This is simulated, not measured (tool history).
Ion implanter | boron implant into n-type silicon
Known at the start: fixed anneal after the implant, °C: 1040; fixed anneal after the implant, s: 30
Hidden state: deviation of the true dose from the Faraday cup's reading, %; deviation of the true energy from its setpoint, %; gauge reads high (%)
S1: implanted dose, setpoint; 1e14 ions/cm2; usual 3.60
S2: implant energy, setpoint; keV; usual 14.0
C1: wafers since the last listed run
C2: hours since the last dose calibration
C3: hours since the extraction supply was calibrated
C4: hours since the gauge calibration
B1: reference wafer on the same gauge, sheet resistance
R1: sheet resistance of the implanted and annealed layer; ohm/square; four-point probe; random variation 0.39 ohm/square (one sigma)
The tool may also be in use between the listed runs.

Run 1, hour 0.0: usual settings; C1 0; C2 1221.0; C3 4473.6; C4 143.2; B1 232.02. Result: R1 251.32 ohm/square.
Run 2, hour 69.0: usual settings; C1 1403; C2 1290.0; C3 4542.6; C4 212.2; B1 232.00. Result: R1 251.63 ohm/square.
Run 3, hour 89.3: usual settings; C1 413; C2 1310.3; C3 4562.9; C4 232.5; B1 232.06. Result: R1 250.58 ohm/square.
Run 4, hour 108.0: usual settings; C1 380; C2 1329.0; C3 4581.6; C4 251.2; B1 232.02. Result: R1 251.99 ohm/square.
Run 5, hour 129.9: usual settings; C1 445; C2 1350.9; C3 4603.5; C4 273.1; B1 232.01. Result: R1 251.38 ohm/square.
Run 6, hour 161.4: usual settings; C1 640; C2 1382.4; C3 4635.0; C4 304.6; B1 231.98. Result: R1 251.25 ohm/square.
Run 7, hour 176.3: usual settings but S2 12.5 keV; C1 303; C2 1397.3; C3 4649.9; C4 319.5; B1 232.07. Result: R1 254.90 ohm/square.
Run 8, hour 203.3: usual settings but S2 12.0 keV; C1 549; C2 1424.3; C3 4676.9; C4 346.5; B1 232.06. Result: R1 256.41 ohm/square.
Run 9, hour 237.7: usual settings but S1 2.95 1e14 ions/cm2; C1 699; C2 1458.7; C3 4711.3; C4 380.9; B1 232.00. Result: R1 295.89 ohm/square.
Run 10, hour 250.0: usual settings; C1 250; C2 1471.0; C3 4723.6; C4 393.2; B1 232.01. Result: R1 251.88 ohm/square.
Run 11, hour 280.6: usual settings; C1 622; C2 1501.6; C3 4754.2; C4 423.8; B1 232.02. Result: R1 251.75 ohm/square.
Run 12, hour 308.8: usual settings; C1 573; C2 1529.8; C3 4782.4; C4 452.0; B1 231.96. Result: R1 250.86 ohm/square.
At hour 318.7: extraction supply calibrated.
Run 13, hour 339.4: usual settings; C1 459; C2 1560.4; C3 20.7; C4 482.6; B1 232.08. Result: R1 251.17 ohm/square.
Run 14, hour 365.1: usual settings; C1 522; C2 1586.1; C3 46.4; C4 508.3; B1 232.04. Result: R1 251.03 ohm/square.
At hour 376.3: Faraday cup replaced and dose calibrated.
Run 15, hour 384.4: usual settings; C1 229; C2 8.1; C3 65.7; C4 527.6; B1 231.98. Result: R1 258.56 ohm/square.
At hour 393.9: gauge calibrated.
Run 16, hour 405.0: usual settings; C1 419; C2 28.7; C3 86.3; C4 11.1; B1 232.04. Result: R1 257.83 ohm/square.
Run 17, hour 432.6: usual settings; C1 561; C2 56.3; C3 113.9; C4 38.7; B1 231.95. Result: R1 258.39 ohm/square.
Run 18, hour 484.0: usual settings but S1 3.05 1e14 ions/cm2, S2 17.0 keV; C1 1045; C2 107.7; C3 165.3; C4 90.1; B1 232.04. Result: R1 288.49 ohm/square.
Run 19, hour 508.0: usual settings but S1 4.06 1e14 ions/cm2, S2 12.0 keV; C1 488; C2 131.7; C3 189.3; C4 114.1; B1 232.04. Result: R1 236.93 ohm/square.
Run 20, hour 529.1: usual settings but S1 2.61 1e14 ions/cm2, S2 12.5 keV; C1 429; C2 152.8; C3 210.4; C4 135.2; B1 232.02. Result: R1 338.99 ohm/square.
Run 21, hour 560.3: usual settings but S1 2.95 1e14 ions/cm2, S2 17.5 keV; C1 634; C2 184.0; C3 241.6; C4 166.4; B1 231.91. Result: R1 295.31 ohm/square.
Run 22, hour 589.0: usual settings; C1 583; C2 212.7; C3 270.3; C4 195.1; B1 232.02. Result: R1 255.48 ohm/square.
Run 23, hour 617.1: usual settings but S2 16.0 keV; C1 571; C2 240.8; C3 298.4; C4 223.2; B1 232.04. Result: R1 252.94 ohm/square.
Run 24, hour 695.6: usual settings but S1 4.15 1e14 ions/cm2, S2 15.5 keV; C1 1597; C2 319.3; C3 376.9; C4 301.7; B1 231.96. Result: R1 224.94 ohm/square.
Run 25, hour 722.5: usual settings; C1 547; C2 346.2; C3 403.8; C4 328.6; B1 232.06. Result: R1 256.02 ohm/square.
Run 26, hour 748.5: usual settings but S1 4.33 1e14 ions/cm2, S2 19.0 keV; C1 529; C2 372.2; C3 429.8; C4 354.6; B1 232.03. Result: R1 211.94 ohm/square.
Run 27, hour 763.3: usual settings but S1 4.35 1e14 ions/cm2, S2 9.5 keV; C1 301; C2 387.0; C3 444.6; C4 369.4; B1 232.03. Result: R1 226.32 ohm/square.
Run 28, hour 784.5: usual settings; C1 431; C2 408.2; C3 465.8; C4 390.6; B1 231.96. Result: R1 254.71 ohm/square.
Run 29, hour 815.0: usual settings but S1 3.16 1e14 ions/cm2; C1 620; C2 438.7; C3 496.3; C4 421.1; B1 231.97. Result: R1 283.83 ohm/square.
Run 30, hour 835.8: usual settings but S2 15.5 keV; C1 423; C2 459.5; C3 517.1; C4 441.9; B1 231.98. Result: R1 251.24 ohm/square.

Hidden state at the last listed run before each entry between runs and at the first one after, where it differs:
Between runs 12 and 13: extraction supply calibrated (hour 318.7)
  deviation of the true dose from the Faraday cup's reading, %: 3.21 -> 3.22
  measured less the result without the state, R1: -6.59 -> -6.63 ohm/square
Between runs 14 and 15: Faraday cup replaced and dose calibrated (hour 376.3)
  deviation of the true dose from the Faraday cup's reading, %: 3.23 -> -0.345
  measured less the result without the state, R1: -6.65 -> +0.74 ohm/square
Between runs 15 and 16: gauge calibrated (hour 393.9)
  deviation of the true dose from the Faraday cup's reading, %: -0.345 -> -0.225
  measured less the result without the state, R1: +0.74 -> +0.48 ohm/square
